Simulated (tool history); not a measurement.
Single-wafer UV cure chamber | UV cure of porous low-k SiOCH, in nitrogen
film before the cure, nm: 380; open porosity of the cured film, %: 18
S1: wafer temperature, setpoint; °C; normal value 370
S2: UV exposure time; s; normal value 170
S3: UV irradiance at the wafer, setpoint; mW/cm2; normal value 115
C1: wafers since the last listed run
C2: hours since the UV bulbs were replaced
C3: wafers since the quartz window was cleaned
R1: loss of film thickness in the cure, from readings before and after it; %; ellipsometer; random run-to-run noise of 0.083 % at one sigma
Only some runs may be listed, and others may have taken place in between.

Run 1, hour 0.0: usual settings; C1 0; C2 339.8; C3 1856. Result: R1 8.821 %.
Run 2, hour 45.1: usual settings; C1 278; C2 384.9; C3 2135. Result: R1 8.836 %.
Run 3, hour 100.4: usual settings; C1 341; C2 440.2; C3 2476. Result: R1 8.885 %.
At hour 192.0: quartz window cleaned.
Run 4, hour 192.5: usual settings but S2 145 s; C1 518; C2 532.3; C3 3. Result: R1 8.688 %.
Run 5, hour 232.7: usual settings but S2 125 s; C1 248; C2 572.5; C3 251. Result: R1 7.815 %.
Run 6, hour 307.5: usual settings but S2 125 s; C1 461; C2 647.3; C3 712. Result: R1 7.600 %.
Run 7, hour 375.1: usual settings but S1 384 °C, S3 99 mW/cm2; C1 417; C2 714.9; C3 1129. Result: R1 8.383 %.
Run 8, hour 447.8: usual settings but S1 384 °C, S3 99 mW/cm2; C1 448; C2 787.6; C3 1578. Result: R1 8.385 %.
Run 9, hour 549.2: usual settings but S2 205 s; C1 625; C2 889.0; C3 2204. Result: R1 9.354 %.
Run 10, hour 643.4: usual settings; C1 581; C2 983.2; C3 2785. Result: R1 8.410 %.
At hour 737.3: quartz window cleaned.
Run 11, hour 737.8: usual settings; C1 533; C2 1077.6; C3 3. Result: R1 9.085 %.
Run 12, hour 830.7: usual settings; C1 573; C2 1170.5; C3 576. Result: R1 8.917 %.
Run 13, hour 886.4: usual settings but S3 83 mW/cm2; C1 343; C2 1226.2; C3 920. Result: R1 7.394 %.
Run 14, hour 925.8: usual settings but S3 83 mW/cm2; C1 243; C2 1265.6; C3 1163. Result: R1 7.332 %.
Run 15, hour 974.7: usual settings but S1 355 °C, S2 240 s; C1 301; C2 1314.5; C3 1465. Result: R1 9.640 %.
Run 16, hour 1017.1: usual settings but S1 358 °C, S2 255 s; C1 261; C2 1356.9; C3 1726. Result: R1 10.046 %.
Run 17, hour 1107.6: usual settings but S1 377 °C, S3 132 mW/cm2; C1 558; C2 1447.4; C3 2285. Result: R1 9.006 %.
Run 18, hour 1206.3: usual settings but S1 390 °C, S2 225 s, S3 150 mW/cm2; C1 609; C2 1546.1; C3 2894. Result: R1 11.069 %.
Run 19, hour 1278.0: usual settings but S2 125 s; C1 442; C2 1617.8; C3 3336. Result: R1 7.222 %.
At hour 1296.0: quartz window cleaned.
Run 20, hour 1346.8: usual settings but S1 387 °C, S2 205 s, S3 80 mW/cm2; C1 375; C2 1686.6; C3 313. Result: R1 8.366 %.
Run 21, hour 1430.7: usual settings but S1 353 °C, S2 130 s, S3 129 mW/cm2; C1 517; C2 1770.5; C3 830. Result: R1 7.598 %.
Run 22, hour 1497.1: usual settings; C1 409; C2 1836.9; C3 1240. Result: R1 8.488 %.
At hour 1755.2: UV bulbs replaced.
Run 23, hour 1811.7: usual settings but S1 351 °C, S2 135 s, S3 127 mW/cm2; C1 1891; C2 56.5; C3 3132. Result: R1 8.194 %.
At hour 1821.7: quartz window cleaned.
Run 24, hour 1883.1: usual settings but S3 81 mW/cm2; C1 391; C2 127.9; C3 379. Result: R1 7.985 %.
Run 25, hour 2158.2: usual settings; C1 1697; C2 403.0; C3 2076. Result: R1 9.056 %.
Run 26, hour 2233.8: usual settings; C1 466; C2 478.6; C3 2543. Result: R1 8.748 %.
At hour 2309.6: quartz window cleaned.
Run 27, hour 2310.1: usual settings but S3 135 mW/cm2; C1 421; C2 554.9; C3 3. Result: R1 10.067 %.
Run 28, hour 2370.6: usual settings but S1 381 °C, S2 135 s, S3 88 mW/cm2; C1 373; C2 615.4; C3 376. Result: R1 7.237 %.
Run 29, hour 2460.3: usual settings but S1 388 °C, S2 215 s, S3 97 mW/cm2; C1 553; C2 705.1; C3 930. Result: R1 9.501 %.

Branching from run 29: 5 alternative next runs. What would each branch give?
Run A, hour 2460.8: usual settings but S3 145 mW/cm2; C1 3; C2 705.6; C3 933. Result: R1 ?.
Run B, hour 2460.8: usual settings but S1 355 °C, S3 129 mW/cm2; C1 3; C2 705.6; C3 933. Result: R1 ?.
Run C, hour 2460.8: usual settings but S1 384 °C, S2 225 s, S3 142 mW/cm2; C1 3; C2 705.6; C3 933. Result: R1 ?.
Run D, hour 2460.8: usual settings but S1 386 °C; C1 3; C2 705.6; C3 933. Result: R1 ?.
Run E, hour 2460.8: usual settings but S2 95 s, S3 153 mW/cm2; C1 3; C2 705.6; C3 933. Result: R1 ?.

run      R1
  A   9.985
  B   9.208
  C  11.384
  D   9.273
  E   7.773
Stripped of hidden state, with their random variation kept, the same runs would have yielded:
run      R1
  A  10.933
  B  10.135
  C  12.368
  D  10.202
  E   8.660

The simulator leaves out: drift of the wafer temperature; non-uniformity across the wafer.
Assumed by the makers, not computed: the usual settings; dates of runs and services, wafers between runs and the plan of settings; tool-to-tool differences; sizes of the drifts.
